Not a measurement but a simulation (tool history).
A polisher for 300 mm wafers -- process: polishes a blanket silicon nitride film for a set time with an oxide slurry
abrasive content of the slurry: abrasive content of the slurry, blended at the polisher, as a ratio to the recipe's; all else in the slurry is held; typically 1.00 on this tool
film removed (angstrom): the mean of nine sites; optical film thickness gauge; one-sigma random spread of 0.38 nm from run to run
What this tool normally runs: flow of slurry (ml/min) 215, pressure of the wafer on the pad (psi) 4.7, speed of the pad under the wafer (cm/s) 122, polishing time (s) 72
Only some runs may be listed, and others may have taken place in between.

run     day  flow of slurry (ml/min)  pressure of the wafer on the pad (psi)  speed of the pad under the wafer (cm/s)  abrasive content of the slurry  polishing time (s)  incoming thickness of the incoming film, nm  film removed (angstrom)
  1   0.000                      215                                     4.7                                      122                            1.00                  72                                        595.2                      565
  2   2.562                      215                                     4.7                                      122                            1.00                  72                                        603.9                      591
  3   5.488                      215                                     4.7                                      122                            1.00                  72                                        600.0                      595
  4   8.412                      215                                     4.7                                      122                            1.00                  72                                        593.3                      585
  5  11.504                      215                                     4.7                                      122                            1.00                  82                                        591.6                      660
  6  14.738                      215                                     4.7                                      122                            1.00                  82                                        595.4                      660
  7  18.100                      215                                     4.7                                      122                            1.00                  82                                        609.6                      649
  8  22.367                      280                                     4.7                                      164                            1.25                  48                                        589.8                      565
  9  25.712                      160                                     4.2                                      122                            0.85                  72                                        599.6                      490
 10  29.562                      215                                     3.1                                      142                            0.70                  72                                        603.4                      433
 11  32.229                      215                                     4.7                                      122                            1.00                  72                                        599.6                      587
 12  35.804                      155                                     4.7                                       92                            1.00                  48                                        603.9                      294
 13  39.008                      155                                     4.7                                       88                            0.80                  83                                        609.1                      436
 14  41.542                      215                                     4.7                                      122                            1.00                  62                                        611.3                      486
 15  45.117                      215                                     4.7                                      122                            1.00                  72                                        599.3                      599
 16  47.554                      245                                     3.5                                      122                            1.00                  48                                        592.7                      326
 17  50.533                      215                                     4.7                                      122                            1.00                  72                                        591.2                      584
 18  53.038                      195                                     5.2                                      122                            1.00                  86                                        601.3                      745
 19  55.471                      215                                     3.8                                      122                            1.00                  72                                        602.6                      501
 20  57.462                      245                                     4.7                                      122                            0.75                  72                                        598.6                      519
 21  60.250                      175                                     5.3                                      122                            0.80                  54                                        613.9                      410
 22  62.283                      190                                     4.7                                      122                            1.30                  72                                        596.9                      642
 23  65.450                      215                                     4.7                                      122                            1.00                  72                                        597.8                      591
 24  69.029                      215                                     4.7                                      122                            1.00                  72                                        604.5                      589

Removed from this log: 17 entries logged between the listed runs. Between which two listed runs does each belong, and how does the tool's hidden state at the listed run before it compare with that at the listed run after it?
Logged between run 1 and run 2: conditioning disc replaced and pad reconditioned (day 0.638); slurry nozzle cleaned (day 1.204)
  slurry flow missing at the pad, %: 33.1 -> 3.46
  measured less the result without the state, film removed (angstrom): -32 -> -3
Logged between run 5 and run 6: slurry blender recalibrated (day 12.217); worn pad replaced by a new one (day 13.167); head pressure recalibrated (day 14.254)
  slurry flow missing at the pad, %: 17.9 -> 23.2
  measured less the result without the state, film removed (angstrom): -17 -> -23
Logged between run 7 and run 8: conditioning disc replaced and pad reconditioned (day 21.212); slurry nozzle cleaned (day 21.275)
  slurry flow missing at the pad, %: 28.6 -> 2.31
  measured less the result without the state, film removed (angstrom): -30 -> -2
Logged between run 10 and run 11: slurry blender recalibrated (day 31.008)
  slurry flow missing at the pad, %: 14 -> 18.3
  measured less the result without the state, film removed (angstrom): -8 -> -15
Logged between run 11 and run 12: worn pad replaced by a new one (day 34.067)
  slurry flow missing at the pad, %: 18.3 -> 24.1
  measured less the result without the state, film removed (angstrom): -15 -> -14
Logged between run 13 and run 14: conditioning disc replaced and pad reconditioned (day 40.975)
  slurry flow missing at the pad, %: 29.3 -> 33.4
  measured less the result without the state, film removed (angstrom): -28 -> -28
Logged between run 14 and run 15: slurry nozzle cleaned (day 43.642)
  slurry flow missing at the pad, %: 33.4 -> 6.29
  measured less the result without the state, film removed (angstrom): -28 -> -4
Logged between run 16 and run 17: slurry blender recalibrated (day 49.808)
  slurry flow missing at the pad, %: 10.2 -> 15.1
  measured less the result without the state, film removed (angstrom): -4 -> -12
Logged between run 18 and run 19: worn pad replaced by a new one (day 55.250)
  slurry flow missing at the pad, %: 19.1 -> 23.1
  measured less the result without the state, film removed (angstrom): -22 -> -17
Logged between run 19 and run 20: head pressure recalibrated (day 55.671)
  slurry flow missing at the pad, %: 23.1 -> 26.3
  measured less the result without the state, film removed (angstrom): -17 -> -19
Logged between run 21 and run 22: slurry nozzle cleaned (day 60.600); conditioning disc replaced and pad reconditioned (day 60.838)
  slurry flow missing at the pad, %: 30.8 -> 7.56
  measured less the result without the state, film removed (angstrom): -25 -> -7
Logged between run 23 and run 24: slurry blender recalibrated (day 67.329)
  slurry flow missing at the pad, %: 12.7 -> 18.5
  measured less the result without the state, film removed (angstrom): -10 -> -15
